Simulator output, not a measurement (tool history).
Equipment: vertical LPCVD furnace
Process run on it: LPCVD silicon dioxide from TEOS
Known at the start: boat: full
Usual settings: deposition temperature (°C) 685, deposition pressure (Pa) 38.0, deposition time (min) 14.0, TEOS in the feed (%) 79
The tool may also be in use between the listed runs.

run,hour,deposition temperature (°C),deposition pressure (Pa),deposition time (min),TEOS in the feed (%),"read-back reference wafer on the same gauge, thickness",film thickness on the monitor wafer in the middle of the boat (angstrom)
1,0.0,685,38.0,14.0,79,94.09,882.8
2,6.1,685,38.0,14.0,79,94.08,880.1
3,21.4,685,38.0,14.0,79,94.12,878.7
# hour 25.5: gauge calibrated
4,29.3,685,38.0,14.0,79,94.11,877.8
5,74.0,685,38.0,11.5,79,94.14,724.0
6,83.5,685,38.0,11.5,79,94.12,723.2
7,97.9,685,38.0,14.0,79,94.10,879.8
8,105.9,685,38.0,14.0,79,94.10,883.0
9,123.4,685,38.0,14.0,79,94.08,880.7
10,137.9,685,38.0,14.0,79,94.08,878.0
11,143.9,685,31.3,14.0,79,94.06,798.2
12,150.2,685,31.3,14.0,79,94.12,800.3
# hour 179.4: pressure gauge zeroed
13,179.9,685,31.3,14.0,79,94.07,798.7
14,184.0,685,38.0,14.0,74,94.07,850.6
15,188.0,685,38.0,14.0,74,94.10,852.6
16,192.0,685,28.7,14.0,94,94.10,835.8
17,208.9,685,38.0,14.0,79,94.11,880.9
# hour 236.8: gauge calibrated
# hour 239.7: thermocouples replaced and temperature profile calibrated
# hour 246.7: TEOS flow controller replaced
18,247.2,685,38.0,18.5,79,94.06,1058.5
19,251.2,685,38.0,14.0,79,94.08,801.8
20,255.2,685,38.0,17.5,74,94.09,973.1
21,259.8,695,29.3,14.0,66,94.17,816.5
22,271.3,685,29.3,14.0,79,94.13,705.8
23,286.7,681,31.3,14.0,70,94.12,624.8
24,297.8,681,38.0,14.0,83,94.12,750.2
25,307.3,674,41.3,14.0,94,94.09,703.2
26,321.3,685,38.0,14.0,79,94.13,807.4
27,330.3,685,38.0,12.0,79,94.08,692.6
28,339.6,685,34.7,14.0,79,94.11,771.2
29,353.3,685,30.0,16.5,90,94.08,905.5
30,368.4,685,38.0,14.0,79,94.13,810.7

State the hidden condition of the tool at each of the runs:
true pressure minus gauge reading, mTorr: 0 on each run
deviation of the TEOS flow from its setpoint, %: 0 on each run
gauge reads high (%): 0 on each run
H1: true tube temperature minus thermocouple reading, K
run,H1
1,4.34
2,4.34
3,4.35
4,4.35
5,4.36
6,4.36
7,4.37
8,4.37
9,4.37
10,4.38
11,4.38
12,4.38
13,4.39
14,4.39
15,4.39
16,4.39
17,4.39
18,0.401
19,0.42
20,0.44
21,0.462
22,0.517
23,0.59
24,0.642
25,0.685
26,0.749
27,0.789
28,0.83
29,0.89
30,0.955

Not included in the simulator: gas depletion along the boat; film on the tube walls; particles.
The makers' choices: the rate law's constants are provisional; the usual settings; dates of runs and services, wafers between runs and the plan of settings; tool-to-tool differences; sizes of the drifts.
